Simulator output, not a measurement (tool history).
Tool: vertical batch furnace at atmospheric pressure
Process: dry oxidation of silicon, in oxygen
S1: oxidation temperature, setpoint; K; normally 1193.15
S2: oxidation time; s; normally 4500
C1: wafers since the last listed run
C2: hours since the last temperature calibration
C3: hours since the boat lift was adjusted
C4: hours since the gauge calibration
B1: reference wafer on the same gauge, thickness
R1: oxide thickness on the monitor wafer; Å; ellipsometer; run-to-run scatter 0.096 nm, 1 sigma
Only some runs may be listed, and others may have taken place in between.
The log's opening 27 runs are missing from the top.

run	hour	S1	S2	C1	C2	C3	C4	B1	R1
# hour 1463.8: thermocouples replaced and temperature profile calibrated
28	1476.7	1170.15	4500	300	12.9	272.1	1474.9	34.28	327.7
29	1513.3	1208.15	2820	342	49.5	308.7	1511.5	34.29	339.9
# hour 1547.6: gauge calibrated
30	1563.6	1177.15	3150	471	99.8	359.0	16.0	34.33	300.5
31	1588.5	1193.15	4500	233	124.7	383.9	40.9	34.34	376.5
32	1646.9	1169.15	6390	547	183.1	442.3	99.3	34.31	371.4
33	1700.8	1177.15	3150	505	237.0	496.2	153.2	34.30	302.4
34	1751.0	1193.15	4500	470	287.2	546.4	203.4	34.28	376.6
35	1798.4	1193.15	2790	444	334.6	593.8	250.8	34.31	313.6
36	1849.2	1193.15	3660	475	385.4	644.6	301.6	34.29	344.8
37	1890.4	1186.15	6390	386	426.6	685.8	342.8	34.30	420.7
38	1929.2	1186.15	6390	363	465.4	724.6	381.6	34.31	417.7
39	2036.4	1202.15	4500	1004	572.6	831.8	488.8	34.32	398.8

Each row is a separate what-if for the run after 39, all from the same tool condition, not one after another. Results?
A	2041.9	1193.15	3120	51	578.1	837.3	494.3	?	?
B	2041.9	1206.15	3030	51	578.1	837.3	494.3	?	?
C	2041.9	1172.15	6690	51	578.1	837.3	494.3	?	?
D	2041.9	1206.15	2550	51	578.1	837.3	494.3	?	?

run	B1	R1
A	34.31	326.8
B	34.31	347.1
C	34.31	388.7
D	34.31	325.8
Had the tool no hidden state, the same runs would have come out as:
run	R1
A	328.6
B	349.1
C	391.5
D	327.5
